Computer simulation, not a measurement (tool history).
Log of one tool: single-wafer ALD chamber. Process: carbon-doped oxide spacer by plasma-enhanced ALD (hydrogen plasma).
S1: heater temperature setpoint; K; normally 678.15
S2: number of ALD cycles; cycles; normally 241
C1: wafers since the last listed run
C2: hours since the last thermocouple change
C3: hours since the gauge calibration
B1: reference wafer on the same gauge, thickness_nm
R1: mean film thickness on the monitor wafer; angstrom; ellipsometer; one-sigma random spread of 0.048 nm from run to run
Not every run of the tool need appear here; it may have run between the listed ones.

Run 1, hour 0.0: usual settings; C1 0; C2 1323.2; C3 155.4; B1 10.630. Result: R1 112.62 angstrom.
Run 2, hour 49.6: usual settings; C1 55; C2 1372.8; C3 205.0; B1 10.661. Result: R1 113.82 angstrom.
Run 3, hour 75.4: usual settings; C1 28; C2 1398.6; C3 230.8; B1 10.695. Result: R1 114.08 angstrom.
Run 4, hour 116.1: usual settings but S2 204 cycles; C1 45; C2 1439.3; C3 271.5; B1 10.684. Result: R1 95.96 angstrom.
Run 5, hour 164.1: usual settings but S1 684.15 K; C1 53; C2 1487.3; C3 319.5; B1 10.713. Result: R1 111.33 angstrom.
Run 6, hour 217.6: usual settings but S2 215 cycles; C1 59; C2 1540.8; C3 373.0; B1 10.723. Result: R1 101.11 angstrom.
Run 7, hour 278.8: usual settings; C1 68; C2 1602.0; C3 434.2; B1 10.737. Result: R1 114.45 angstrom.
Run 8, hour 306.2: usual settings but S1 672.15 K, S2 197 cycles; C1 30; C2 1629.4; C3 461.6; B1 10.765. Result: R1 95.60 angstrom.
Run 9, hour 375.9: usual settings but S1 672.15 K, S2 197 cycles; C1 77; C2 1699.1; C3 531.3; B1 10.761. Result: R1 94.66 angstrom.
At hour 403.3: thermocouple changed; heater temperature recalibrated.
Run 10, hour 416.8: usual settings but S1 689.15 K, S2 260 cycles; C1 36; C2 13.5; C3 572.2; B1 10.812. Result: R1 119.50 angstrom.
At hour 445.0: gauge calibrated.
Run 11, hour 465.6: usual settings but S1 664.15 K, S2 193 cycles; C1 54; C2 62.3; C3 20.6; B1 10.634. Result: R1 91.99 angstrom.
Run 12, hour 528.7: usual settings but S1 684.15 K; C1 70; C2 125.4; C3 83.7; B1 10.651. Result: R1 111.53 angstrom.
Run 13, hour 593.2: usual settings but S1 686.15 K; C1 72; C2 189.9; C3 148.2; B1 10.682. Result: R1 111.24 angstrom.
Run 14, hour 779.3: usual settings but S1 688.15 K, S2 288 cycles; C1 207; C2 376.0; C3 334.3; B1 10.748. Result: R1 133.10 angstrom.

Predict each of these 4 candidate next runs independently; none follows another, all start after run 14:
Run A, hour 780.1: usual settings; C1 0; C2 376.8; C3 335.1; B1 ?. Result: R1 ?.
Run B, hour 780.1: usual settings but S1 691.15 K; C1 0; C2 376.8; C3 335.1; B1 ?. Result: R1 ?.
Run C, hour 780.1: usual settings but S2 278 cycles; C1 0; C2 376.8; C3 335.1; B1 ?. Result: R1 ?.
Run D, hour 780.1: usual settings but S1 687.15 K; C1 0; C2 376.8; C3 335.1; B1 ?. Result: R1 ?.

run      B1      R1
  A  10.747  114.48
  B  10.747  110.18
  C  10.747  132.06
  D  10.747  111.50
Without the tool's unlogged condition, the same runs would have read:
run      R1
  A  112.89
  B  108.65
  C  130.22
  D  109.95
